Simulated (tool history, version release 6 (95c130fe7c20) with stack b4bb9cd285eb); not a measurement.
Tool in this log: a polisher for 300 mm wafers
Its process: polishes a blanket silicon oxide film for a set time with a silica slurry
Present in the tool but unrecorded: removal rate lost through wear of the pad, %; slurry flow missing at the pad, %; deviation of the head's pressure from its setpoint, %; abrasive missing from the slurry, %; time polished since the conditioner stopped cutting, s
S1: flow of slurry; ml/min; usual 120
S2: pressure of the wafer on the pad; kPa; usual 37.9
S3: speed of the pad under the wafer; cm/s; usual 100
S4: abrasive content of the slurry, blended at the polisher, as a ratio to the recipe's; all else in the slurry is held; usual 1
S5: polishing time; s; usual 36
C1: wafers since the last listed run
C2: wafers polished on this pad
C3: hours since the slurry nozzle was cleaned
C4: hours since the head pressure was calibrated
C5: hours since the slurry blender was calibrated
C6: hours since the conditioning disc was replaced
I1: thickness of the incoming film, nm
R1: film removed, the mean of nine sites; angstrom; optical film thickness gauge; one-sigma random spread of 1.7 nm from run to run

run   hour   S1    S2   S3    S4  S5   C1    C2     C3     C4     C5     C6      I1    R1
  1      0  120  37.9  100     1  36    0  1578  323.2  392.5  348.2  174.3   994.3  1335
      21.5  -- slurry blender recalibrated
  2   26.1  120  37.9  100     1  36  430  2009  349.3  418.6    4.6  200.4   995.6  1329
  3   46.6  120  37.9  100     1  36  366  2375  369.8  439.1   25.1  220.9   999.2  1316
      81.3  -- worn pad replaced by a new one
  4   81.8  110  37.9  100     1  36  557     9    405  474.3   60.3  256.1  1001.3  1310
  5  106.8  120  37.9  100     1  30  446   456    430  499.3   85.3  281.1   998.3  1074
  6  136.5  120  37.9  100     1  30  530   986  459.7    529    115  310.8   991.6  1111
     154.9  -- conditioning disc replaced and pad reconditioned
  7  160.9  135  37.9  100     1  36  400  1386  484.1  553.4  139.4      6  1013.9  1336
  8  172.9  135  37.9  100     1  36  214  1601  496.1  565.4  151.4     18   988.9  1366
     193.6  -- head pressure recalibrated
  9  197.8  120  37.9  100     1  36  409  2010    521    4.2  176.3   42.9    1013  1533
 10  230.9  120  34.5  100   0.8  28  591  2601  554.1   37.3  209.4     76   988.1   970
 11  255.5  120  44.1  100     1  36  439  3041  578.7   61.9    234  100.6   986.9  1727
     268.4  -- worn pad replaced by a new one
 12  271.5  120  48.3  100     1  36  214    55  594.7   77.9    250  116.6     996  1881
 13  298.9   95  46.2  100     1  36  489   544  622.1  105.3  277.4    144  1001.1  1695
 14  330.8  120  37.9   78  1.15  36  569  1114    654  137.2  309.3  175.9     999  1231
 15  358.6  120  37.9  100     1  36  496  1611  681.8    165  337.1  203.7  1014.1  1415
     364.4  -- slurry nozzle cleaned
 16  373.5  120  37.9  100     1  36  248  1859    9.1  179.9    352  218.6   991.1  1456
 17  409.4  120  37.9  100     1  36  641  2500     45  215.8  387.9  254.5  1001.4  1412
     426.4  -- slurry blender recalibrated
 18  443.4  140  44.1   90     1  36  571  3072     79  249.8     17  288.5   996.1  1528
     468.6  -- worn pad replaced by a new one
 19  469.1  120  37.9  100     1  36  387     8  104.7  275.5   42.7  314.2  1001.2  1415
 20  496.9  100  28.3  100     1  36  496   505  132.5  303.3   70.5    342     996   998
     508.8  -- conditioning disc replaced and pad reconditioned
 21  510.1  120  37.9  100     1  36  200   705  145.7  316.5   83.7    1.3   991.8  1376

Run 22, settings as shown, results not yet in. Your forecast:
 22  545.6  160  37.9  134   1  26  634  1339  181.2  352  119.2  36.8  1001.6   ?

Run 22 measured R1 1323 angstrom.
On a tool with no hidden condition, and with the same random variation, this run would have come out at R1 1434 angstrom.
